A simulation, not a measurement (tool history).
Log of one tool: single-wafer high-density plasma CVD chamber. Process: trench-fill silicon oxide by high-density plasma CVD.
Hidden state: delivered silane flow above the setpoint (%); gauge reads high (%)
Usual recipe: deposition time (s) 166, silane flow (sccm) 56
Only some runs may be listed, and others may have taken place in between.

run,hour,deposition time (s),silane flow (sccm),wafers since the last listed run,hours since the silane flow controller was replaced,hours since the gauge calibration,"read-back reference wafer on the same gauge, thickness_nm",mean film thickness on the monitor wafer (nm)
1,0,166,56,0,274.6,208.3,917.844,1000.636
2,73,166,56,787,347.6,281.3,918.621,996.627
3,180.7,166,56,1162,455.3,389,918.235,996.871
4,253.7,166,51,787,528.3,462,917.866,915.637
5,308.3,166,51,589,582.9,516.6,917.53,915.062
6,384.7,166,48,824,659.3,593,917.79,862.671
7,643.9,166,48,2797,918.5,852.2,917.873,866.633
8,682.8,166,56,419,957.4,891.1,917.842,1011.809
9,775.5,166,56,1000,1050.1,983.8,917.505,1012.438
10,813.8,179,56,413,1088.4,1022.1,918.695,1094.812
11,881.3,179,56,728,1155.9,1089.6,917.458,1094.329
12,941.6,166,56,650,1216.2,1149.9,917.676,1017.713
13,1017.8,166,56,822,1292.4,1226.1,918.185,1017.665
14,1059.7,141,56,452,1334.3,1268,918.586,865.674
15,1123.3,166,56,686,1397.9,1331.6,918.099,1021.045
16,1218.7,166,56,1029,1493.3,1427,917.665,1021.96
17,1285.6,194,56,722,1560.2,1493.9,918.658,1196.01
18,1328.2,166,45,459,1602.8,1536.5,917.979,821.408
19,1426.8,182,56,1064,1701.4,1635.1,918.045,1125.1
# hour 1464.7: silane flow controller replaced
# hour 1489: gauge calibrated
20,1530.2,166,56,1029,65.5,41.2,917.959,997.194
21,1600.6,166,53,759,135.9,111.6,918.286,951.503
22,1702.3,149,56,1097,237.6,213.3,918.649,896.449
23,1744.2,147,66,452,279.5,255.2,919.17,1049.94
24,1815.5,166,56,769,350.8,326.5,918.255,1002.624
25,1895,166,48,858,430.3,406,917.83,863.346
26,1951.8,191,52,613,487.1,462.8,918.388,1070.676
27,2024.6,155,64,785,559.9,535.6,918.432,1075.404
28,2105,179,56,867,640.3,616,918,1084.587

3 ways to go on from here, each from the tool as it stands after run 28. What would each give?
A,2105.4,154,56,4,640.7,616.4,?,?
B,2105.4,156,56,4,640.7,616.4,?,?
C,2105.4,136,52,4,640.7,616.4,?,?

run,"read-back reference wafer on the same gauge, thickness_nm",mean film thickness on the monitor wafer (nm)
A,917.943,936.148
B,917.943,948.306
C,917.943,767.676
Take away the tool's hidden state, keep each run's random variation, and the runs would have read:
run,mean film thickness on the monitor wafer (nm)
A,925.244
B,937.26
C,758.735

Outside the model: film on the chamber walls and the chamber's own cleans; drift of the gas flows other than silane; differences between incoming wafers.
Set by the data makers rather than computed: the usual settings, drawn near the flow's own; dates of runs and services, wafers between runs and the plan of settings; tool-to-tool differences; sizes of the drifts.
